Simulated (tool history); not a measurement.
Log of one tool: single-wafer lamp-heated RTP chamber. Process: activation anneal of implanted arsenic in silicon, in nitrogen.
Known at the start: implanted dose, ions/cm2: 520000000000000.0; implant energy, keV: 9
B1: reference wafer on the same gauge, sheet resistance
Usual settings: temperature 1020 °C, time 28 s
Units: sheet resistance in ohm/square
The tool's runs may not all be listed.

Run 1, hour 0.0: usual settings; B1 247.10. Result: sheet resistance 227.62 ohm/square.
Run 2, hour 16.9: usual settings; B1 246.97. Result: sheet resistance 227.32 ohm/square.
Run 3, hour 32.7: usual settings but time 35 s; B1 247.02. Result: sheet resistance 223.05 ohm/square.
At hour 41.8: pyrometer window cleaned and pyrometer calibrated.
Run 4, hour 58.5: usual settings; B1 246.95. Result: sheet resistance 227.02 ohm/square.
Run 5, hour 82.0: usual settings; B1 247.00. Result: sheet resistance 228.41 ohm/square.
Run 6, hour 108.3: usual settings; B1 247.04. Result: sheet resistance 226.99 ohm/square.
Run 7, hour 125.9: usual settings but temperature 1029 °C; B1 246.94. Result: sheet resistance 224.52 ohm/square.
Run 8, hour 144.7: usual settings but temperature 1029 °C; B1 247.04. Result: sheet resistance 223.93 ohm/square.
Run 9, hour 176.5: usual settings but temperature 1029 °C; B1 247.08. Result: sheet resistance 223.95 ohm/square.
At hour 188.4: reflector plate cleaned.
Run 10, hour 190.3: usual settings but time 20 s; B1 247.06. Result: sheet resistance 235.53 ohm/square.
Run 11, hour 205.3: usual settings but time 20 s; B1 247.09. Result: sheet resistance 235.73 ohm/square.
Run 12, hour 236.9: usual settings; B1 247.12. Result: sheet resistance 229.28 ohm/square.
Run 13, hour 258.7: usual settings but time 15 s; B1 247.03. Result: sheet resistance 238.57 ohm/square.
At hour 268.3: pyrometer window cleaned and pyrometer calibrated.
Run 14, hour 283.1: usual settings but time 42 s; B1 246.99. Result: sheet resistance 222.85 ohm/square.
At hour 345.6: gauge calibrated.
Run 15, hour 375.5: usual settings but temperature 1039 °C, time 20 s; B1 247.12. Result: sheet resistance 227.25 ohm/square.
Run 16, hour 409.7: usual settings but temperature 995 °C, time 15 s; B1 246.95. Result: sheet resistance 247.43 ohm/square.
Run 17, hour 423.4: usual settings; B1 247.02. Result: sheet resistance 228.75 ohm/square.
Run 18, hour 453.5: usual settings but temperature 994 °C; B1 247.02. Result: sheet resistance 238.01 ohm/square.
Run 19, hour 485.8: usual settings; B1 247.07. Result: sheet resistance 227.73 ohm/square.
At hour 504.6: pyrometer window cleaned and pyrometer calibrated.
Run 20, hour 505.1: usual settings but time 40 s; B1 246.99. Result: sheet resistance 222.23 ohm/square.

Forecast run 21:
Run 21, hour 546.3: usual settings but temperature 1002 °C; B1 ?. Result: sheet resistance ?.

Run 21 gave B1 246.79, sheet resistance 234.76 ohm/square.
Without the tool's hidden state the same run would have given sheet resistance 237.28 ohm/square.
